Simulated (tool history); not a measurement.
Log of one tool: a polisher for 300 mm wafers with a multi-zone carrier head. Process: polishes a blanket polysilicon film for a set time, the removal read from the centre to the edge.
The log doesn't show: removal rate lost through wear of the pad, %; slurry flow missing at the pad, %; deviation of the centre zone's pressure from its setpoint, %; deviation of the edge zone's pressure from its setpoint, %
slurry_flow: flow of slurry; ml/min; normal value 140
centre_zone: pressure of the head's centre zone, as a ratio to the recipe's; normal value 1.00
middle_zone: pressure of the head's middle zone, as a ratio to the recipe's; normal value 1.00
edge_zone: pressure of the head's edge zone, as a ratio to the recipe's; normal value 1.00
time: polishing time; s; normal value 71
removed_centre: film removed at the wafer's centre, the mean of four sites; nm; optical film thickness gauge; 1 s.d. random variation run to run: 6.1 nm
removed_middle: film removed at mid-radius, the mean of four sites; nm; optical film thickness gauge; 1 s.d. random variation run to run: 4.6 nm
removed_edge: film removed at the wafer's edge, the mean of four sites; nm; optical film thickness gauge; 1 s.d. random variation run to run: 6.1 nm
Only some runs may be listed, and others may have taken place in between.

run   hour  slurry_flow  centre_zone  middle_zone  edge_zone  time  wafers since the last listed run  wafers polished on this pad  hours since the slurry nozzle was cleaned  hours since the centre zone pressure was calibrated  hours since the edge zone pressure was calibrated  hours since the carrier head's membrane was replaced  incoming thickness of the incoming film, nm  removed_centre  removed_middle  removed_edge
  1    0.0          140         1.00         0.95       1.00    71                                 0                         1074                                      823.4                                               1151.6                                              836.4                                                 637.9                                       2288.1           410.8           379.0         398.5
      15.5  -- worn pad replaced by a new one
  2   16.1          140         1.00         0.95       1.00    71                               163                            8                                      839.5                                               1167.7                                              852.5                                                 654.0                                       2224.6           461.4           425.1         442.1
  3   25.4          140         1.00         1.00       1.00    71                               125                          133                                      848.8                                               1177.0                                              861.8                                                 663.3                                       2233.0           444.7           431.2         428.3
  4   57.6          140         1.00         1.00       1.00    71                               434                          568                                      881.0                                               1209.2                                              894.0                                                 695.5                                       2243.2           412.1           400.9         400.2
  5   65.5          140         1.00         1.00       1.00    71                               106                          675                                      888.9                                               1217.1                                              901.9                                                 703.4                                       2285.8           410.7           404.7         405.9
  6   90.8          140         1.00         1.07       1.00    71                               341                         1017                                      914.2                                               1242.4                                              927.2                                                 728.7                                       2243.0           407.7           417.2         388.6
  7   96.9          140         1.00         1.07       1.00    71                                82                         1099                                      920.3                                               1248.5                                              933.3                                                 734.8                                       2280.8           410.7           421.4         382.0
  8  108.8          160         1.00         1.00       1.00    71                               160                         1260                                      932.2                                               1260.4                                              945.2                                                 746.7                                       2233.1           415.7           403.8         398.5
     122.3  -- centre zone pressure recalibrated
     122.4  -- worn pad replaced by a new one, of another model than before
  9  122.8          115         1.05         1.00       1.00    71                               160                            5                                      946.2                                                  0.5                                              959.2                                                 760.7                                       2245.6           462.2           432.2         424.9
     124.3  -- slurry nozzle cleaned
     135.3  -- carrier head's membrane replaced by a new one
 10  137.4          140         1.00         1.00       1.00    71                               116                          121                                       13.1                                                 15.1                                              973.8                                                   2.1                                       2285.0           442.3           424.0         429.1
 11  145.7          160         1.00         1.00       1.00    71                               112                          233                                       21.4                                                 23.4                                              982.1                                                  10.4                                       2256.0           443.6           431.7         421.7
     151.2  -- edge zone pressure recalibrated
 12  163.4          140         1.00         1.00       1.00    71                               212                          445                                       39.1                                                 41.1                                               12.2                                                  28.1                                       2238.5           427.0           408.3         404.8

What does the tool deliver on the next run?
 13  180.4          170         0.89         1.11       1.08    71                               229                          675                                       56.1                                                 58.1                                               29.2                                                  45.1                                       2234.8               ?               ?             ?

Run 13 gave removed_centre 372.7 nm, removed_middle 450.3 nm, removed_edge 414.8 nm.
Take away the tool's hidden state, keep the run-to-run variation as it was, and the same run would have given removed_centre 411.0 nm, removed_middle 496.5 nm, removed_edge 457.4 nm.
